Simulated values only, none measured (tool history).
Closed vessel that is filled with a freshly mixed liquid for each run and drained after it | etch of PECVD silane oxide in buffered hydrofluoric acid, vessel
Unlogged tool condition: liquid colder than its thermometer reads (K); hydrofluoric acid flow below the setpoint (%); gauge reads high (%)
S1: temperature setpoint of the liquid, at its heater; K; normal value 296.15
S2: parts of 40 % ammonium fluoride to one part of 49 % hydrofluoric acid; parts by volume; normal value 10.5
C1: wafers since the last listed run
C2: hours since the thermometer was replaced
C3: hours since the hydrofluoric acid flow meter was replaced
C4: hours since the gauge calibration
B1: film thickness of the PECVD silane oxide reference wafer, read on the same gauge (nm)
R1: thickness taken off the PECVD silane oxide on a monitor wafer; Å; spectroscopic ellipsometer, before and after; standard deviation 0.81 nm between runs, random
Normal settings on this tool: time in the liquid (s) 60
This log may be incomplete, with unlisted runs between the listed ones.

{"run": 1, "hour": 0.0, "S1": 296.15, "S2": 10.5, "time in the liquid (s)": 60, "C1": 0, "C2": 1484.3, "C3": 665.5, "C4": 1059.1, "B1": 59.99, "R1": 1465.3}
{"run": 2, "hour": 69.4, "S1": 296.15, "S2": 10.5, "time in the liquid (s)": 60, "C1": 6068, "C2": 1553.7, "C3": 734.9, "C4": 1128.5, "B1": 59.99, "R1": 1445.4}
{"run": 3, "hour": 99.0, "S1": 296.15, "S2": 10.5, "time in the liquid (s)": 60, "C1": 2588, "C2": 1583.3, "C3": 764.5, "C4": 1158.1, "B1": 60.05, "R1": 1457.2}
{"run": 4, "hour": 169.7, "S1": 296.15, "S2": 7.5, "time in the liquid (s)": 60, "C1": 6182, "C2": 1654.0, "C3": 835.2, "C4": 1228.8, "B1": 60.02, "R1": 1981.8}
{"run": 5, "hour": 216.0, "S1": 296.15, "S2": 7.5, "time in the liquid (s)": 60, "C1": 4048, "C2": 1700.3, "C3": 881.5, "C4": 1275.1, "B1": 59.96, "R1": 1962.3}
{"run": 6, "hour": 318.6, "S1": 296.15, "S2": 7.5, "time in the liquid (s)": 60, "C1": 8971, "C2": 1802.9, "C3": 984.1, "C4": 1377.7, "B1": 59.95, "R1": 1959.0}
{"run": 7, "hour": 402.4, "S1": 296.15, "S2": 10.5, "time in the liquid (s)": 60, "C1": 7327, "C2": 1886.7, "C3": 1067.9, "C4": 1461.5, "B1": 59.99, "R1": 1437.4}
{"run": 8, "hour": 443.9, "S1": 299.65, "S2": 10.5, "time in the liquid (s)": 60, "C1": 3628, "C2": 1928.2, "C3": 1109.4, "C4": 1503.0, "B1": 60.0, "R1": 1725.8}
{"run": 9, "hour": 505.8, "S1": 299.65, "S2": 10.5, "time in the liquid (s)": 60, "C1": 5412, "C2": 1990.1, "C3": 1171.3, "C4": 1564.9, "B1": 60.0, "R1": 1725.1}
{"run": 10, "hour": 559.9, "S1": 296.15, "S2": 10.5, "time in the liquid (s)": 60, "C1": 4730, "C2": 2044.2, "C3": 1225.4, "C4": 1619.0, "B1": 60.0, "R1": 1407.0}
{"hour": 620.1, "done": "gauge calibrated"}
{"run": 11, "hour": 628.2, "S1": 296.15, "S2": 10.5, "time in the liquid (s)": 60, "C1": 5972, "C2": 2112.5, "C3": 1293.7, "C4": 8.1, "B1": 60.01, "R1": 1420.2}
{"run": 12, "hour": 656.9, "S1": 296.15, "S2": 10.5, "time in the liquid (s)": 60, "C1": 2509, "C2": 2141.2, "C3": 1322.4, "C4": 36.8, "B1": 59.99, "R1": 1418.7}
{"run": 13, "hour": 720.1, "S1": 296.15, "S2": 10.5, "time in the liquid (s)": 60, "C1": 5526, "C2": 2204.4, "C3": 1385.6, "C4": 100.0, "B1": 60.0, "R1": 1415.8}
{"hour": 762.6, "done": "thermometer replaced"}
{"run": 14, "hour": 766.2, "S1": 294.65, "S2": 10.5, "time in the liquid (s)": 30, "C1": 3943, "C2": 3.6, "C3": 1431.7, "C4": 146.1, "B1": 60.03, "R1": 647.4}
{"run": 15, "hour": 794.4, "S1": 296.15, "S2": 10.5, "time in the liquid (s)": 60, "C1": 2465, "C2": 31.8, "C3": 1459.9, "C4": 174.3, "B1": 60.01, "R1": 1406.4}
{"hour": 806.9, "done": "hydrofluoric acid flow meter replaced"}
{"run": 16, "hour": 850.7, "S1": 296.15, "S2": 9.5, "time in the liquid (s)": 95, "C1": 4835, "C2": 88.1, "C3": 43.8, "C4": 230.6, "B1": 60.0, "R1": 2579.3}
{"run": 17, "hour": 876.7, "S1": 296.15, "S2": 10.5, "time in the liquid (s)": 60, "C1": 2273, "C2": 114.1, "C3": 69.8, "C4": 256.6, "B1": 59.99, "R1": 1501.3}
{"run": 18, "hour": 945.1, "S1": 298.65, "S2": 8.5, "time in the liquid (s)": 95, "C1": 5981, "C2": 182.5, "C3": 138.2, "C4": 325.0, "B1": 59.99, "R1": 3199.1}
{"run": 19, "hour": 1016.1, "S1": 296.15, "S2": 13.5, "time in the liquid (s)": 30, "C1": 6208, "C2": 253.5, "C3": 209.2, "C4": 396.0, "B1": 59.98, "R1": 582.8}
{"run": 20, "hour": 1064.2, "S1": 299.65, "S2": 10.5, "time in the liquid (s)": 60, "C1": 4206, "C2": 301.6, "C3": 257.3, "C4": 444.1, "B1": 59.99, "R1": 1775.9}
{"run": 21, "hour": 1101.2, "S1": 299.15, "S2": 13.5, "time in the liquid (s)": 60, "C1": 3235, "C2": 338.6, "C3": 294.3, "C4": 481.1, "B1": 60.01, "R1": 1342.8}
{"run": 22, "hour": 1162.1, "S1": 297.65, "S2": 12.5, "time in the liquid (s)": 70, "C1": 5325, "C2": 399.5, "C3": 355.2, "C4": 542.0, "B1": 59.99, "R1": 1572.8}
{"run": 23, "hour": 1216.2, "S1": 296.15, "S2": 12.0, "time in the liquid (s)": 30, "C1": 4730, "C2": 453.6, "C3": 409.3, "C4": 596.1, "B1": 60.02, "R1": 643.4}
{"run": 24, "hour": 1277.2, "S1": 297.65, "S2": 9.0, "time in the liquid (s)": 50, "C1": 5334, "C2": 514.6, "C3": 470.3, "C4": 657.1, "B1": 60.0, "R1": 1501.4}
{"run": 25, "hour": 1303.8, "S1": 296.15, "S2": 13.0, "time in the liquid (s)": 60, "C1": 2326, "C2": 541.2, "C3": 496.9, "C4": 683.7, "B1": 60.02, "R1": 1181.0}
{"run": 26, "hour": 1335.0, "S1": 294.15, "S2": 9.0, "time in the liquid (s)": 35, "C1": 2728, "C2": 572.4, "C3": 528.1, "C4": 714.9, "B1": 60.05, "R1": 868.3}
{"run": 27, "hour": 1404.7, "S1": 296.15, "S2": 13.5, "time in the liquid (s)": 60, "C1": 6094, "C2": 642.1, "C3": 597.8, "C4": 784.6, "B1": 59.97, "R1": 1145.9}
{"run": 28, "hour": 1461.0, "S1": 296.15, "S2": 10.5, "time in the liquid (s)": 35, "C1": 4923, "C2": 698.4, "C3": 654.1, "C4": 840.9, "B1": 60.01, "R1": 850.6}
{"run": 29, "hour": 1530.3, "S1": 291.65, "S2": 8.0, "time in the liquid (s)": 60, "C1": 6059, "C2": 767.7, "C3": 723.4, "C4": 910.2, "B1": 60.0, "R1": 1423.7}

Run by run, hidden condition taken away, random variation retained:
run=1 R1=1516.2
run=2 R1=1500.5
run=3 R1=1514.9
run=4 R1=2076.8
run=5 R1=2061.5
run=6 R1=2069.2
run=7 R1=1516.2
run=8 R1=1824.0
run=9 R1=1828.7
run=10 R1=1495.4
run=11 R1=1514.5
run=12 R1=1515.1
run=13 R1=1516.7
run=14 R1=695.1
run=15 R1=1512.0
run=16 R1=2595.3
run=17 R1=1517.6
run=18 R1=3249.4
run=19 R1=593.0
run=20 R1=1810.8
run=21 R1=1371.8
run=22 R1=1611.4
run=23 R1=660.8
run=24 R1=1530.3
run=25 R1=1218.2
run=26 R1=886.5
run=27 R1=1187.6
run=28 R1=883.8
run=29 R1=1490.9
